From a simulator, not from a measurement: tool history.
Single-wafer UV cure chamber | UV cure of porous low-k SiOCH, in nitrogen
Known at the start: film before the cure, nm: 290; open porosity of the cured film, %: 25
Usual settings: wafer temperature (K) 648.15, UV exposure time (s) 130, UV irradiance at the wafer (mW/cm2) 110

run   hour  wafer temperature (K)  UV exposure time (s)  UV irradiance at the wafer (mW/cm2)  wafers since the last listed run  hours since the UV bulbs were replaced  wafers since the quartz window was cleaned  loss of film thickness in the cure (%)
  1    0.0                 648.15                    80                                  110                                 0                                  1176.0                                        2715                                   8.359
  2   14.2                 648.15                    80                                  110                               133                                  1190.2                                        2849                                   8.358
  3   26.8                 648.15                    80                                  110                               118                                  1202.8                                        2967                                   8.292
  4   33.2                 648.15                   130                                  110                                60                                  1209.2                                        3027                                  10.827
  5   45.0                 648.15                   130                                  110                               110                                  1221.0                                        3137                                  10.710
  6   58.3                 648.15                   130                                  110                               124                                  1234.3                                        3262                                  10.650
  7   66.5                 648.15                   130                                  110                                76                                  1242.5                                        3339                                  10.601
  8   76.4                 648.15                   130                                  110                                92                                  1252.4                                        3432                                  10.533
  9   90.5                 648.15                   130                                  110                               132                                  1266.5                                        3564                                  10.563
 10  103.7                 632.15                   130                                  110                               123                                  1279.7                                        3688                                  10.161
 11  112.7                 642.15                   130                                  130                                84                                  1288.7                                        3772                                  11.206
 12  124.3                 642.15                   130                                  130                               108                                  1300.3                                        3881                                  11.252
 13  133.5                 642.15                   130                                  130                                86                                  1309.5                                        3967                                  11.003
 14  149.4                 648.15                   100                                  110                               149                                  1325.4                                        4116                                   9.067
 15  197.4                 648.15                   100                                  110                               450                                  1373.4                                        4566                                   8.740
 16  203.9                 648.15                   100                                  110                                60                                  1379.9                                        4627                                   8.723
 17  210.1                 648.15                   130                                  110                                58                                  1386.1                                        4685                                  10.056
 18  220.1                 648.15                   130                                  110                                93                                  1396.1                                        4779                                   9.868
 19  235.2                 648.15                   130                                  110                               141                                  1411.2                                        4921                                   9.809
 20  243.4                 648.15                    90                                  110                                76                                  1419.4                                        4998                                   7.982
 21  253.4                 648.15                    90                                  110                                93                                  1429.4                                        5091                                   8.049
 22  266.2                 648.15                    90                                  110                               120                                  1442.2                                        5211                                   7.941
     282.1  -- quartz window cleaned
 23  282.6                 653.15                   130                                  132                                78                                  1458.6                                           4                                  12.251
 24  289.8                 648.15                   130                                  110                                67                                  1465.8                                          72                                  11.142
 25  303.8                 662.15                   170                                  137                               131                                  1479.8                                         203                                  13.759
 26  314.0                 648.15                   130                                  110                                95                                  1490.0                                         299                                  11.118
 27  323.9                 648.15                   175                                  130                                92                                  1499.9                                         392                                  13.444
 28  340.0                 633.15                   205                                  147                               150                                  1516.0                                         543                                  14.463
 29  346.6                 628.15                    85                                  131                                61                                  1522.6                                         604                                   9.322
 30  360.7                 662.15                   165                                  110                               132                                  1536.7                                         737                                  12.728
 31  369.3                 659.15                    70                                  131                                80                                  1545.3                                         817                                   9.066
 32  384.6                 659.15                    70                                  131                               143                                  1560.6                                         961                                   9.049
 33  413.7                 629.15                   175                                  148                               272                                  1589.7                                        1234                                  13.490
 34  431.5                 656.15                   130                                  133                               166                                  1607.5                                        1401                                  11.966
 35  444.5                 648.15                   130                                  110                               121                                  1620.5                                        1522                                  10.825
 36  456.2                 667.15                   205                                  110                               109                                  1632.2                                        1632                                  13.548
 37  473.0                 648.15                   130                                  110                               157                                  1649.0                                        1790                                  10.828
     484.8  -- UV bulbs replaced
 38  485.3                 648.15                   130                                  110                                40                                     0.5                                        1830                                  10.795
 39  498.6                 638.15                   195                                  121                               124                                    13.8                                        1955                                  13.006
 40  504.6                 659.15                    70                                  131                                56                                    19.8                                        2011                                   8.882
 41  543.3                 663.15                   180                                  124                               362                                    58.5                                        2374                                  13.243
 42  553.9                 656.15                   155                                  125                                99                                    69.1                                        2473                                  12.425
 43  565.1                 648.15                    70                                   82                               105                                    80.3                                        2578                                   6.480
 44  571.5                 648.15                   130                                  110                                60                                    86.7                                        2638                                  10.639
 45  586.6                 648.15                   130                                  110                               141                                   101.8                                        2780                                  10.749
 46  603.7                 640.15                   170                                   95                               160                                   118.9                                        2940                                  11.375
 47  618.2                 658.15                   130                                  134                               135                                   133.4                                        3076                                  11.847

Forecast each of these 3 alternatives for the next run:
  A  618.7                 648.15                   130                                   78                                 4                                   133.9                                        3081                                       ?
  B  618.7                 666.15                   130                                  110                                 4                                   133.9                                        3081                                       ?
  C  618.7                 648.15                    75                                  125                                 4                                   133.9                                        3081                                       ?

run  loss of film thickness in the cure (%)
  A                                   8.967
  B                                  10.992
  C                                   8.596
Without the tool's hidden state the same runs would have given:
run  loss of film thickness in the cure (%)
  A                                   9.453
  B                                  11.497
  C                                   9.077

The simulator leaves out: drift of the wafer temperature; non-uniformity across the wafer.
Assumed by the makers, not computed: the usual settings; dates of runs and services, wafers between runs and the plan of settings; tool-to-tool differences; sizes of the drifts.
